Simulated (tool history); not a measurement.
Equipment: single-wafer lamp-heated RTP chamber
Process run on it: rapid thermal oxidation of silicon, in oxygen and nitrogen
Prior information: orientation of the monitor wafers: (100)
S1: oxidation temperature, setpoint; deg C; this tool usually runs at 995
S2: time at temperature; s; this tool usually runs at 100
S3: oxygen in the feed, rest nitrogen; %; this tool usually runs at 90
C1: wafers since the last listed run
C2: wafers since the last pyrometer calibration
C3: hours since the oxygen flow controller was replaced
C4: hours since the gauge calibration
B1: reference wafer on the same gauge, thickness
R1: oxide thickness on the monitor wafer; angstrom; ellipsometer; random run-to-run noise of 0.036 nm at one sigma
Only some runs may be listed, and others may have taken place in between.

| run | hour | S1 | S2 | S3 | C1 | C2 | C3 | C4 | B1 | R1 |
|---|---|---|---|---|---|---|---|---|---|---|
| 1 | 0 | 995 | 100 | 90 | 0 | 2609 | 4090 | 222.4 | 7.159 | 60.72 |
| 2 | 103.1 | 995 | 139 | 98 | 1193 | 3802 | 4193.1 | 325.5 | 7.14 | 71.92 |
|  | 132.9 | pyrometer window cleaned and pyrometer calibrated |
| 3 | 181.3 | 995 | 139 | 98 | 812 | 560 | 4271.3 | 403.7 | 7.121 | 71.24 |
| 4 | 275.9 | 995 | 100 | 97 | 1094 | 1654 | 4365.9 | 498.3 | 7.079 | 62 |
| 5 | 339.8 | 995 | 100 | 97 | 739 | 2394 | 4429.8 | 562.2 | 7.062 | 60.86 |
| 6 | 399.6 | 995 | 100 | 90 | 692 | 3086 | 4489.6 | 622 | 7.048 | 59.5 |
| 7 | 451.5 | 995 | 100 | 90 | 600 | 3687 | 4541.5 | 673.9 | 7.039 | 59 |
|  | 557.3 | pyrometer window cleaned and pyrometer calibrated |
| 8 | 557.8 | 995 | 100 | 90 | 1137 | 5 | 4647.8 | 780.2 | 7.003 | 59.3 |
| 9 | 607.1 | 1018 | 100 | 90 | 570 | 576 | 4697.1 | 829.5 | 6.971 | 70.04 |
| 10 | 661.5 | 1018 | 100 | 90 | 629 | 1206 | 4751.5 | 883.9 | 6.968 | 69 |
| 11 | 710.6 | 1018 | 100 | 90 | 568 | 1774 | 4800.6 | 933 | 6.958 | 68.96 |
| 12 | 799.3 | 995 | 100 | 90 | 1026 | 2800 | 4889.3 | 1021.7 | 6.929 | 58.93 |
|  | 832.6 | oxygen flow controller replaced |
|  | 901.7 | pyrometer window cleaned and pyrometer calibrated |
| 13 | 905.4 | 1016 | 100 | 79 | 1042 | 42 | 72.8 | 1127.8 | 6.9 | 65.55 |
| 14 | 965 | 995 | 100 | 90 | 689 | 732 | 132.4 | 1187.4 | 6.885 | 57.96 |
|  | 1012.9 | gauge calibrated |
| 15 | 1068.4 | 984 | 117 | 98 | 1196 | 1929 | 235.8 | 55.5 | 7.199 | 61.89 |
| 16 | 1142.6 | 995 | 100 | 90 | 858 | 2787 | 310 | 129.7 | 7.192 | 61.08 |
| 17 | 1206.9 | 967 | 136 | 90 | 744 | 3532 | 374.3 | 194 | 7.171 | 56.57 |
|  | 1276.7 | pyrometer window cleaned and pyrometer calibrated |
| 18 | 1277.2 | 995 | 135 | 90 | 720 | 5 | 444.6 | 264.3 | 7.14 | 69.62 |
| 19 | 1356.9 | 974 | 136 | 98 | 922 | 927 | 524.3 | 344 | 7.101 | 61.18 |
| 20 | 1442.9 | 1014 | 100 | 90 | 995 | 1923 | 610.3 | 430 | 7.096 | 68.63 |
| 21 | 1545.8 | 995 | 100 | 90 | 1190 | 3114 | 713.2 | 532.9 | 7.077 | 59.58 |
| 22 | 1596.8 | 995 | 100 | 90 | 590 | 3704 | 764.2 | 583.9 | 7.047 | 59.7 |
|  | 1643.3 | pyrometer window cleaned and pyrometer calibrated |
| 23 | 1699.9 | 1018 | 100 | 90 | 1100 | 655 | 867.3 | 687 | 7.035 | 70.69 |
| 24 | 1804.8 | 1013 | 149 | 68 | 1213 | 1869 | 972.2 | 791.9 | 6.979 | 73.13 |
| 25 | 1871.9 | 980 | 129 | 90 | 776 | 2646 | 1039.3 | 859 | 6.966 | 59.34 |

Branching from run 25: 3 alternative next runs. What would each branch give?
| A | 1872.3 | 995 | 100 | 90 | 4 | 2650 | 1039.7 | 859.4 | ? | ? |
| B | 1872.3 | 979 | 80 | 73 | 4 | 2650 | 1039.7 | 859.4 | ? | ? |
| C | 1872.3 | 970 | 119 | 98 | 4 | 2650 | 1039.7 | 859.4 | ? | ? |

| run | B1 | R1 |
|---|---|---|
| A | 6.967 | 58.67 |
| B | 6.967 | 43.89 |
| C | 6.967 | 54.11 |
Take away the tool's hidden state, keep each run's random variation, and the runs would have read:
| run | R1 |
|---|---|
| A | 60.95 |
| B | 45.6 |
| C | 56.22 |
